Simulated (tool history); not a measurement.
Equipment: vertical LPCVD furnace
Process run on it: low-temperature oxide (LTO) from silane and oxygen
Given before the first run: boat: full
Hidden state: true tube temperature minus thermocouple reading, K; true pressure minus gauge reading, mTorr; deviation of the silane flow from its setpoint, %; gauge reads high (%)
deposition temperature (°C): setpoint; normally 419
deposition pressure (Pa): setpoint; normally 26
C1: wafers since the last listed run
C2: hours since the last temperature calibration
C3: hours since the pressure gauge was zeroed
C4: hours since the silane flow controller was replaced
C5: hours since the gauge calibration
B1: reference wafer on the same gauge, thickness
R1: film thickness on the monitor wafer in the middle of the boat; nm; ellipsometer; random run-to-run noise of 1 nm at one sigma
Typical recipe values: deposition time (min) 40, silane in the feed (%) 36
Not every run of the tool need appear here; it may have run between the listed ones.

run 1 hour=0 | deposition_temperature_(°C)=412 deposition_pressure_(Pa)=26 deposition_time_(min)=40 silane_in_the_feed_(%)=36 | C1=0 C2=2443.9 C3=2522 C4=1883.3 C5=836.4 | B1=405.92 | R1=349.74
run 2 hour=73.1 | deposition_temperature_(°C)=412 deposition_pressure_(Pa)=26 deposition_time_(min)=40 silane_in_the_feed_(%)=36 | C1=1172 C2=2517 C3=2595.1 C4=1956.4 C5=909.5 | B1=406.27 | R1=348.63
run 3 hour=100.4 | deposition_temperature_(°C)=412 deposition_pressure_(Pa)=26 deposition_time_(min)=40 silane_in_the_feed_(%)=36 | C1=437 C2=2544.3 C3=2622.4 C4=1983.7 C5=936.8 | B1=405.9 | R1=348.61
run 4 hour=160.4 | deposition_temperature_(°C)=419 deposition_pressure_(Pa)=26 deposition_time_(min)=40 silane_in_the_feed_(%)=39 | C1=962 C2=2604.3 C3=2682.4 C4=2043.7 C5=996.8 | B1=406.42 | R1=417.22
run 5 hour=186.7 | deposition_temperature_(°C)=419 deposition_pressure_(Pa)=26 deposition_time_(min)=40 silane_in_the_feed_(%)=36 | C1=421 C2=2630.6 C3=2708.7 C4=2070 C5=1023.1 | B1=405.77 | R1=375.98
run 6 hour=211.5 | deposition_temperature_(°C)=419 deposition_pressure_(Pa)=26 deposition_time_(min)=40 silane_in_the_feed_(%)=36 | C1=397 C2=2655.4 C3=2733.5 C4=2094.8 C5=1047.9 | B1=406.15 | R1=376.97
run 7 hour=254 | deposition_temperature_(°C)=419 deposition_pressure_(Pa)=26 deposition_time_(min)=40 silane_in_the_feed_(%)=36 | C1=681 C2=2697.9 C3=2776 C4=2137.3 C5=1090.4 | B1=406.17 | R1=379.39
run 8 hour=307.8 | deposition_temperature_(°C)=419 deposition_pressure_(Pa)=26 deposition_time_(min)=40 silane_in_the_feed_(%)=36 | C1=862 C2=2751.7 C3=2829.8 C4=2191.1 C5=1144.2 | B1=406.37 | R1=376.7
run 9 hour=351.7 | deposition_temperature_(°C)=419 deposition_pressure_(Pa)=26 deposition_time_(min)=40 silane_in_the_feed_(%)=36 | C1=704 C2=2795.6 C3=2873.7 C4=2235 C5=1188.1 | B1=405.51 | R1=378.26
run 10 hour=387.2 | deposition_temperature_(°C)=419 deposition_pressure_(Pa)=26 deposition_time_(min)=40 silane_in_the_feed_(%)=36 | C1=569 C2=2831.1 C3=2909.2 C4=2270.5 C5=1223.6 | B1=405.98 | R1=380.15
run 11 hour=436.9 | deposition_temperature_(°C)=419 deposition_pressure_(Pa)=26 deposition_time_(min)=40 silane_in_the_feed_(%)=36 | C1=797 C2=2880.8 C3=2958.9 C4=2320.2 C5=1273.3 | B1=406.15 | R1=379.75
-- hour=574.5 thermocouples replaced and temperature profile calibrated
run 12 hour=600.3 | deposition_temperature_(°C)=419 deposition_pressure_(Pa)=26 deposition_time_(min)=40 silane_in_the_feed_(%)=36 | C1=2236 C2=25.8 C3=3122.3 C4=2483.6 C5=1436.7 | B1=406.28 | R1=379.23
-- hour=642.5 gauge calibrated
run 13 hour=669.6 | deposition_temperature_(°C)=419 deposition_pressure_(Pa)=26 deposition_time_(min)=40 silane_in_the_feed_(%)=36 | C1=1111 C2=95.1 C3=3191.6 C4=2552.9 C5=27.1 | B1=405.75 | R1=379.7
run 14 hour=740.2 | deposition_temperature_(°C)=419 deposition_pressure_(Pa)=26 deposition_time_(min)=40 silane_in_the_feed_(%)=36 | C1=1132 C2=165.7 C3=3262.2 C4=2623.5 C5=97.7 | B1=406.71 | R1=379.6
run 15 hour=777.5 | deposition_temperature_(°C)=419 deposition_pressure_(Pa)=26 deposition_time_(min)=40 silane_in_the_feed_(%)=36 | C1=598 C2=203 C3=3299.5 C4=2660.8 C5=135 | B1=406.17 | R1=381.83
run 16 hour=834.6 | deposition_temperature_(°C)=414 deposition_pressure_(Pa)=20 deposition_time_(min)=30.5 silane_in_the_feed_(%)=36 | C1=915 C2=260.1 C3=3356.6 C4=2717.9 C5=192.1 | B1=405.69 | R1=211.52
run 17 hour=905.8 | deposition_temperature_(°C)=413 deposition_pressure_(Pa)=31.3 deposition_time_(min)=34 silane_in_the_feed_(%)=29 | C1=1142 C2=331.3 C3=3427.8 C4=2789.1 C5=263.3 | B1=405.74 | R1=276.25
run 18 hour=962.9 | deposition_temperature_(°C)=419 deposition_pressure_(Pa)=26 deposition_time_(min)=40 silane_in_the_feed_(%)=36 | C1=915 C2=388.4 C3=3484.9 C4=2846.2 C5=320.4 | B1=406.56 | R1=382.69
run 19 hour=1024.7 | deposition_temperature_(°C)=425 deposition_pressure_(Pa)=30 deposition_time_(min)=40 silane_in_the_feed_(%)=36 | C1=991 C2=450.2 C3=3546.7 C4=2908 C5=382.2 | B1=406.15 | R1=466.96
-- hour=1055.3 silane flow controller replaced
run 20 hour=1063.1 | deposition_temperature_(°C)=419 deposition_pressure_(Pa)=32 deposition_time_(min)=40 silane_in_the_feed_(%)=36 | C1=230 C2=488.6 C3=3585.1 C4=7.8 C5=420.6 | B1=405.3 | R1=478.4
run 21 hour=1112.9 | deposition_temperature_(°C)=425 deposition_pressure_(Pa)=26 deposition_time_(min)=40 silane_in_the_feed_(%)=36 | C1=798 C2=538.4 C3=3634.9 C4=57.6 C5=470.4 | B1=406.18 | R1=415.94
-- hour=1142.6 pressure gauge zeroed
run 22 hour=1181.4 | deposition_temperature_(°C)=428 deposition_pressure_(Pa)=30.7 deposition_time_(min)=40 silane_in_the_feed_(%)=40 | C1=713 C2=606.9 C3=38.8 C4=126.1 C5=538.9 | B1=406.02 | R1=565.97
run 23 hour=1252.2 | deposition_temperature_(°C)=411 deposition_pressure_(Pa)=21.3 deposition_time_(min)=48 silane_in_the_feed_(%)=40 | C1=1135 C2=677.7 C3=109.6 C4=196.9 C5=609.7 | B1=406 | R1=396.4
run 24 hour=1282.7 | deposition_temperature_(°C)=419 deposition_pressure_(Pa)=26 deposition_time_(min)=40 silane_in_the_feed_(%)=31 | C1=489 C2=708.2 C3=140.1 C4=227.4 C5=640.2 | B1=406.09 | R1=324.12
run 25 hour=1307.3 | deposition_temperature_(°C)=419 deposition_pressure_(Pa)=26 deposition_time_(min)=40 silane_in_the_feed_(%)=36 | C1=394 C2=732.8 C3=164.7 C4=252 C5=664.8 | B1=406.22 | R1=389.41
-- hour=1388.6 silane flow controller replaced, repeated, since the last time left the tool worse
run 26 hour=1435 | deposition_temperature_(°C)=419 deposition_pressure_(Pa)=26 deposition_time_(min)=40 silane_in_the_feed_(%)=36 | C1=1663 C2=860.5 C3=292.4 C4=46.4 C5=792.5 | B1=405.96 | R1=369.13
run 27 hour=1477.7 | deposition_temperature_(°C)=429 deposition_pressure_(Pa)=21.3 deposition_time_(min)=29 silane_in_the_feed_(%)=31 | C1=684 C2=903.2 C3=335.1 C4=89.1 C5=835.2 | B1=406.74 | R1=199.44
run 28 hour=1536.5 | deposition_temperature_(°C)=424 deposition_pressure_(Pa)=20 deposition_time_(min)=34.5 silane_in_the_feed_(%)=30 | C1=943 C2=962 C3=393.9 C4=147.9 C5=894 | B1=405.53 | R1=201.56
run 29 hour=1595.8 | deposition_temperature_(°C)=429 deposition_pressure_(Pa)=21.3 deposition_time_(min)=29 silane_in_the_feed_(%)=31 | C1=951 C2=1021.3 C3=453.2 C4=207.2 C5=953.3 | B1=405.28 | R1=199.84
run 30 hour=1643.1 | deposition_temperature_(°C)=419 deposition_pressure_(Pa)=20.7 deposition_time_(min)=40 silane_in_the_feed_(%)=40 | C1=758 C2=1068.6 C3=500.5 C4=254.5 C5=1000.6 | B1=406.1 | R1=331.16
run 31 hour=1682.8 | deposition_temperature_(°C)=412 deposition_pressure_(Pa)=26 deposition_time_(min)=40 silane_in_the_feed_(%)=36 | C1=636 C2=1108.3 C3=540.2 C4=294.2 C5=1040.3 | B1=405.6 | R1=342.57

Describe how what the log doesn't record of the tool's condition differs between the last listed run preceding each entry between runs and the first listed run following it.
Logged between run 11 and run 12: thermocouples replaced and temperature profile calibrated (hour 574.5)
  deviation of the silane flow from its setpoint, %: 3.6 -> 3.84
  measured minus no-state result, R1: +10.43 -> +11.06 nm
Logged between run 12 and run 13: gauge calibrated (hour 642.5)
  deviation of the silane flow from its setpoint, %: 3.84 -> 3.94
  measured minus no-state result, R1: +11.06 -> +11.35 nm
Logged between run 19 and run 20: silane flow controller replaced (hour 1055.3)
  deviation of the silane flow from its setpoint, %: 4.45 -> 7.33
  measured minus no-state result, R1: +15.46 -> +25.51 nm
Logged between run 21 and run 22: pressure gauge zeroed (hour 1142.6)
  deviation of the silane flow from its setpoint, %: 7.4 -> 7.5
  measured minus no-state result, R1: +22.05 -> +25.29 nm
Logged between run 25 and run 26: silane flow controller replaced, repeated, since the last time left the tool worse (hour 1388.6)
  deviation of the silane flow from its setpoint, %: 7.69 -> -0.171
  measured minus no-state result, R1: +21.66 -> -0.51 nm
